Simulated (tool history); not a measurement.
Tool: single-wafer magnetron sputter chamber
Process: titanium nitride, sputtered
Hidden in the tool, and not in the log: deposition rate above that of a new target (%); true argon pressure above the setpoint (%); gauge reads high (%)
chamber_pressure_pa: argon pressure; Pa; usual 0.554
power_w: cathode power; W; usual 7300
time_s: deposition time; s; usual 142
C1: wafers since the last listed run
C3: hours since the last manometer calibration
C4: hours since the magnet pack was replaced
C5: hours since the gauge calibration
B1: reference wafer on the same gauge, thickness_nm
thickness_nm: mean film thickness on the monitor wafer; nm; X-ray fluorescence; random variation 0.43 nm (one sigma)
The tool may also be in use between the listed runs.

{"run": 1, "day": 0.0, "chamber_pressure_pa": 0.554, "power_w": 7300, "time_s": 142, "C1": 0, "wafers on the sputter target": 1598, "C3": 1500.9, "C4": 10206.3, "C5": 201.5, "B1": 181.781, "thickness_nm": 161.582}
{"run": 2, "day": 0.608, "chamber_pressure_pa": 0.554, "power_w": 7300, "time_s": 142, "C1": 227, "wafers on the sputter target": 1826, "C3": 1515.5, "C4": 10220.9, "C5": 216.1, "B1": 181.256, "thickness_nm": 161.84}
{"run": 3, "day": 1.225, "chamber_pressure_pa": 0.554, "power_w": 7300, "time_s": 142, "C1": 231, "wafers on the sputter target": 2057, "C3": 1530.3, "C4": 10235.7, "C5": 230.9, "B1": 181.724, "thickness_nm": 161.92}
{"run": 4, "day": 2.3, "chamber_pressure_pa": 0.554, "power_w": 7900, "time_s": 142, "C1": 402, "wafers on the sputter target": 2460, "C3": 1556.1, "C4": 10261.5, "C5": 256.7, "B1": 181.284, "thickness_nm": 174.792}
{"run": 5, "day": 2.862, "chamber_pressure_pa": 0.554, "power_w": 7300, "time_s": 142, "C1": 210, "wafers on the sputter target": 2671, "C3": 1569.6, "C4": 10275, "C5": 270.2, "B1": 181.522, "thickness_nm": 162.169}
{"run": 6, "day": 3.808, "chamber_pressure_pa": 0.554, "power_w": 7300, "time_s": 142, "C1": 354, "wafers on the sputter target": 3025, "C3": 1592.3, "C4": 10297.7, "C5": 292.9, "B1": 181.36, "thickness_nm": 162.409}
{"run": 7, "day": 4.317, "chamber_pressure_pa": 0.554, "power_w": 7300, "time_s": 142, "C1": 190, "wafers on the sputter target": 3216, "C3": 1604.5, "C4": 10309.9, "C5": 305.1, "B1": 181.148, "thickness_nm": 161.702}
{"run": 8, "day": 5.338, "chamber_pressure_pa": 0.554, "power_w": 7300, "time_s": 142, "C1": 382, "wafers on the sputter target": 3598, "C3": 1629, "C4": 10334.4, "C5": 329.6, "B1": 180.843, "thickness_nm": 161.261}
{"run": 9, "day": 6.704, "chamber_pressure_pa": 0.554, "power_w": 7300, "time_s": 142, "C1": 512, "wafers on the sputter target": 4110, "C3": 1661.8, "C4": 10367.2, "C5": 362.4, "B1": 181.054, "thickness_nm": 161.019}
{"day": 7.762, "done": "capacitance manometer re-zeroed and calibrated"}
{"run": 10, "day": 8.162, "chamber_pressure_pa": 0.554, "power_w": 7300, "time_s": 142, "C1": 421, "wafers on the sputter target": 4532, "C3": 9.6, "C4": 10402.2, "C5": 397.4, "B1": 181.259, "thickness_nm": 161.034}
{"run": 11, "day": 9.375, "chamber_pressure_pa": 0.714, "power_w": 5550, "time_s": 164, "C1": 454, "wafers on the sputter target": 4986, "C3": 38.7, "C4": 10431.3, "C5": 426.5, "B1": 180.962, "thickness_nm": 133.763}
{"day": 10.208, "done": "gauge calibrated"}
{"run": 12, "day": 10.454, "chamber_pressure_pa": 0.554, "power_w": 7300, "time_s": 142, "C1": 404, "wafers on the sputter target": 5391, "C3": 64.6, "C4": 10457.2, "C5": 5.9, "B1": 184.156, "thickness_nm": 164.765}
{"run": 13, "day": 11.742, "chamber_pressure_pa": 0.336, "power_w": 8950, "time_s": 142, "C1": 482, "wafers on the sputter target": 5873, "C3": 95.5, "C4": 10488.1, "C5": 36.8, "B1": 183.799, "thickness_nm": 218.678}
{"day": 12.867, "done": "magnet pack replaced"}
{"run": 14, "day": 12.888, "chamber_pressure_pa": 0.406, "power_w": 8350, "time_s": 165, "C1": 304, "wafers on the sputter target": 6178, "C3": 123, "C4": 0.5, "C5": 64.3, "B1": 183.033, "thickness_nm": 229.44}
{"run": 15, "day": 13.525, "chamber_pressure_pa": 0.554, "power_w": 7300, "time_s": 142, "C1": 238, "wafers on the sputter target": 6417, "C3": 138.3, "C4": 15.8, "C5": 79.6, "B1": 183.211, "thickness_nm": 162.773}
{"day": 14.096, "done": "sputter target and shields replaced"}
{"run": 16, "day": 14.788, "chamber_pressure_pa": 0.554, "power_w": 7300, "time_s": 152, "C1": 348, "wafers on the sputter target": 259, "C3": 168.6, "C4": 46.1, "C5": 109.9, "B1": 182.677, "thickness_nm": 174.515}
{"run": 17, "day": 16.071, "chamber_pressure_pa": 0.647, "power_w": 8050, "time_s": 142, "C1": 480, "wafers on the sputter target": 740, "C3": 199.4, "C4": 76.9, "C5": 140.7, "B1": 182.165, "thickness_nm": 172.295}
{"run": 18, "day": 17.504, "chamber_pressure_pa": 0.719, "power_w": 8050, "time_s": 117, "C1": 537, "wafers on the sputter target": 1277, "C3": 233.8, "C4": 111.3, "C5": 175.1, "B1": 182.019, "thickness_nm": 137.774}
{"run": 19, "day": 18.196, "chamber_pressure_pa": 0.665, "power_w": 5900, "time_s": 130, "C1": 259, "wafers on the sputter target": 1537, "C3": 250.4, "C4": 127.9, "C5": 191.7, "B1": 181.76, "thickness_nm": 115.608}
{"run": 20, "day": 19.633, "chamber_pressure_pa": 0.662, "power_w": 8900, "time_s": 154, "C1": 538, "wafers on the sputter target": 2075, "C3": 284.9, "C4": 162.4, "C5": 226.2, "B1": 181.793, "thickness_nm": 205.482}

5 ways to go on from here, each from the tool as it stands after run 20. What would each give?
{"run": "A", "day": 19.65, "chamber_pressure_pa": 0.554, "power_w": 7300, "time_s": 133, "C1": 6, "wafers on the sputter target": 2082, "C3": 285.3, "C4": 162.8, "C5": 226.6, "B1": "?", "thickness_nm": "?"}
{"run": "B", "day": 19.65, "chamber_pressure_pa": 0.554, "power_w": 6100, "time_s": 142, "C1": 6, "wafers on the sputter target": 2082, "C3": 285.3, "C4": 162.8, "C5": 226.6, "B1": "?", "thickness_nm": "?"}
{"run": "C", "day": 19.65, "chamber_pressure_pa": 0.624, "power_w": 7300, "time_s": 122, "C1": 6, "wafers on the sputter target": 2082, "C3": 285.3, "C4": 162.8, "C5": 226.6, "B1": "?", "thickness_nm": "?"}
{"run": "D", "day": 19.65, "chamber_pressure_pa": 0.554, "power_w": 9050, "time_s": 122, "C1": 6, "wafers on the sputter target": 2082, "C3": 285.3, "C4": 162.8, "C5": 226.6, "B1": "?", "thickness_nm": "?"}
{"run": "E", "day": 19.65, "chamber_pressure_pa": 0.49, "power_w": 5750, "time_s": 118, "C1": 6, "wafers on the sputter target": 2082, "C3": 285.3, "C4": 162.8, "C5": 226.6, "B1": "?", "thickness_nm": "?"}

run=A B1=181.569 thickness_nm=151.769
run=B B1=181.569 thickness_nm=136.092
run=C B1=181.569 thickness_nm=135.324
run=D B1=181.569 thickness_nm=171.725
run=E B1=181.569 thickness_nm=109.637
Without the tool's hidden state the same runs would have given:
run=A thickness_nm=153.672
run=B thickness_nm=137.799
run=C thickness_nm=137.021
run=D thickness_nm=173.879
run=E thickness_nm=111.012

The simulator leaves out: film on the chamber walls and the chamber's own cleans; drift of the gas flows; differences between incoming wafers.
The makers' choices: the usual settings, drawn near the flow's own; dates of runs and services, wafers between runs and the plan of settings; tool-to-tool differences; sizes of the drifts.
